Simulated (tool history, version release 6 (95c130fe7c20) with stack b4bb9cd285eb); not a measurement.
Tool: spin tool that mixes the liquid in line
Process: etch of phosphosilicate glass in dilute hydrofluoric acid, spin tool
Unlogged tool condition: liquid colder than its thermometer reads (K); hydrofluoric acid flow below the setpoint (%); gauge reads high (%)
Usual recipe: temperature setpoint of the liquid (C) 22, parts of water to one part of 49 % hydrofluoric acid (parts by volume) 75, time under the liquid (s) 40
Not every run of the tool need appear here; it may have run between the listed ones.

run	day	temperature setpoint of the liquid (C)	parts of water to one part of 49 % hydrofluoric acid (parts by volume)	time under the liquid (s)	wafers since the last listed run	hours since the thermometer was replaced	hours since the hydrofluoric acid flow meter was replaced	hours since the gauge calibration	read-back film thickness of the phosphosilicate glass reference wafer, read on the same gauge (nm)	thickness taken off the phosphosilicate glass on a monitor wafer (Å)
1	0	22	75	40	0	784.9	1665.1	527.4	99.99	366.4
2	1.5	22	75	50	534	820.9	1701.1	563.4	100	454.2
3	2.154	22	75	50	232	836.6	1716.8	579.1	100	454.1
4	3.088	22	75	40	332	859	1739.2	601.5	99.99	363.4
5	4.017	22	75	40	330	881.3	1761.5	623.8	99.98	363.8
6	5.388	22	75	40	488	914.2	1794.4	656.7	100.02	362.2
7	6.683	20	105	40	461	945.3	1825.5	687.8	100.01	231.6
8	7.442	24	75	40	270	963.5	1843.7	706	99.99	394.4
9	8.917	24	75	40	525	998.9	1879.1	741.4	100.01	395.4
10	9.592	22	75	40	240	1015.1	1895.3	757.6	100.02	361
11	11.021	22	75	40	508	1049.4	1929.6	791.9	99.96	362.9
12	11.75	22	75	40	259	1066.9	1947.1	809.4	100.01	366
13	13.142	22	75	40	495	1100.3	1980.5	842.8	99.98	360.9
# day 13.717: hydrofluoric acid flow meter replaced
14	14.429	22	75	40	443	1131.2	17.1	873.7	100.02	348.3
15	15.433	22	60	40	357	1155.3	41.2	897.8	100	447.1
# day 16.75: thermometer replaced
16	16.771	24	95	55	461	0.5	73.3	929.9	99.99	398.2
17	17.542	26	95	30	274	19	91.8	948.4	100.01	234.4
18	18.204	22	75	40	235	34.9	107.7	964.3	99.96	346.3
# day 18.712: hydrofluoric acid flow meter replaced, repeated, since the last time left the tool worse
19	19.304	25.5	75	30	376	61.3	14.2	990.7	99.98	328.3
20	20.717	22	75	40	503	95.2	48.1	1024.6	99.99	380.3
21	21.296	18	60	65	206	109.1	62	1038.5	99.95	665.7
# day 24.117: gauge calibrated
22	25.142	22	75	40	1369	201.4	154.3	24.6	99.98	383.1
23	26.529	18	55	55	494	234.7	187.6	57.9	100.01	615.2
24	27.283	18	115	20	268	252.8	205.7	76	100.02	100.7
25	27.925	26.5	60	55	228	268.2	221.1	91.4	99.95	798.8
26	29.308	22	75	40	492	301.4	254.3	124.6	100.02	376.4
27	29.979	22	50	30	238	317.5	270.4	140.7	99.97	441.7
28	31.442	22	45	50	520	352.6	305.5	175.8	100.03	820.9
29	32.758	22	110	40	468	384.2	337.1	207.4	99.97	248.3
30	33.458	22	75	40	249	401	353.9	224.2	100.01	377.2
31	34.592	22	75	40	403	428.2	381.1	251.4	100.01	377.3
32	36.025	20.5	55	60	510	462.6	415.5	285.8	99.95	744.4

4 options for the next run, each taken on its own from the tool as it stands now. Forecast them:
A	36.042	22	75	40	5	463	415.9	286.2	?	?
B	36.042	22	45	40	5	463	415.9	286.2	?	?
C	36.042	24	45	40	5	463	415.9	286.2	?	?
D	36.042	20.5	75	40	5	463	415.9	286.2	?	?

run	read-back film thickness of the phosphosilicate glass reference wafer, read on the same gauge (nm)	thickness taken off the phosphosilicate glass on a monitor wafer (Å)
A	100.01	377.1
B	100.01	652.8
C	100.01	709.4
D	100.01	354.5
Without the tool's unlogged condition, the same runs would have read:
run	thickness taken off the phosphosilicate glass on a monitor wafer (Å)
A	382.1
B	661.1
C	718.5
D	359.1
